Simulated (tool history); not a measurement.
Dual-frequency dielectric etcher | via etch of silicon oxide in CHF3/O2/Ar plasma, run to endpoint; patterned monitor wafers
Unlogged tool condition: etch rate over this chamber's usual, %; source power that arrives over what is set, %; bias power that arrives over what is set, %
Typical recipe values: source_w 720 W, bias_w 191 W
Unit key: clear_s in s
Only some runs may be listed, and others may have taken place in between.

run	hour	source_w	bias_w	wafers since the last listed run	hours since the last wet clean	hours since the last source power generator calibration	hours since the last bias power generator calibration	hours since the last upper electrode change	incoming incoming film thickness, nm	clear_s
1	0	720	191	0	423.3	3277.1	1883.4	4141.1	821.7	395.6
2	34.3	720	191	184	457.6	3311.4	1917.7	4175.4	827	396.6
3	63	720	191	154	486.3	3340.1	1946.4	4204.1	825.1	397.5
4	78.9	720	191	85	502.2	3356	1962.3	4220	822.8	394.9
5	104	720	191	134	527.3	3381.1	1987.4	4245.1	824.4	400.6
# hour 139.7: upper electrode replaced
6	140.2	720	191	65	563.5	3417.3	2023.6	0.5	823.1	397.3
# hour 169.1: bias power generator calibrated
# hour 173: wet clean of the chamber
7	173.5	720	191	136	0.5	3450.6	4.4	33.8	826.8	388.9
8	173.9	720	191	2	0.9	3451	4.8	34.2	814.3	381.4
9	187.8	720	191	74	14.8	3464.9	18.7	48.1	827.1	387.2
10	233.5	720	191	245	60.5	3510.6	64.4	93.8	831	392.3
11	265.1	720	191	169	92.1	3542.2	96	125.4	829.9	390.2
12	279.9	720	191	79	106.9	3557	110.8	140.2	826.1	388.3
# hour 307.2: source power generator calibrated
13	312.6	560	177	154	139.6	5.4	143.5	172.9	821.4	424.3
14	345.2	720	191	175	172.2	38	176.1	205.5	834.8	395.1
15	369.8	720	191	132	196.8	62.6	200.7	230.1	824.9	392
16	391	860	159	113	218	83.8	221.9	251.3	817	385.1
17	416	720	191	134	243	108.8	246.9	276.3	820.5	389.3
18	444.5	650	220	153	271.5	137.3	275.4	304.8	814.2	381.2
19	458.2	720	191	73	285.2	151	289.1	318.5	820.6	388.8
20	471.7	780	173	72	298.7	164.5	302.6	332	824.8	393.9
21	492.9	830	228	113	319.9	185.7	323.8	353.2	823.6	357.2
22	559.9	720	227	360	386.9	252.7	390.8	420.2	819.1	372.3
23	590.1	720	191	162	417.1	282.9	421	450.4	827.6	396.9
24	612.8	610	211	122	439.8	305.6	443.7	473.1	824.9	401.1
25	643.3	720	191	163	470.3	336.1	474.2	503.6	817.1	391.3
# hour 741.1: wet clean of the chamber
26	741.6	720	160	399	0.5	434.4	572.5	601.9	832.2	415.4
27	758.9	590	191	92	17.8	451.7	589.8	619.2	824.6	415.2
28	777	720	191	97	35.9	469.8	607.9	637.3	831.5	395.3
29	793.4	720	191	88	52.3	486.2	624.3	653.7	820	391.2
30	810.6	620	234	92	69.5	503.4	641.5	670.9	825.8	386.3
31	826.9	540	173	87	85.8	519.7	657.8	687.2	825.1	439.4
32	840.8	600	173	74	99.7	533.6	671.7	701.1	818.5	421.9
33	866.4	780	191	137	125.3	559.2	697.3	726.7	824.3	383.6
34	895	720	191	153	153.9	587.8	725.9	755.3	817.7	390.2
35	909.8	550	175	79	168.7	602.6	740.7	770.1	815.8	430.7
36	941	720	191	167	199.9	633.8	771.9	801.3	827.1	397.4

Alternative continuations, all from the tool just after run 36; predict every row:
A	941.5	720	191	2	200.4	634.3	772.4	801.8	828.4	?
B	941.5	590	177	2	200.4	634.3	772.4	801.8	828.4	?
C	941.5	810	158	2	200.4	634.3	772.4	801.8	828.4	?

run	clear_s
A	398.2
B	429.9
C	406
Without the tool's unlogged condition, the same runs would have read:
run	clear_s
A	390
B	421.1
C	397.9
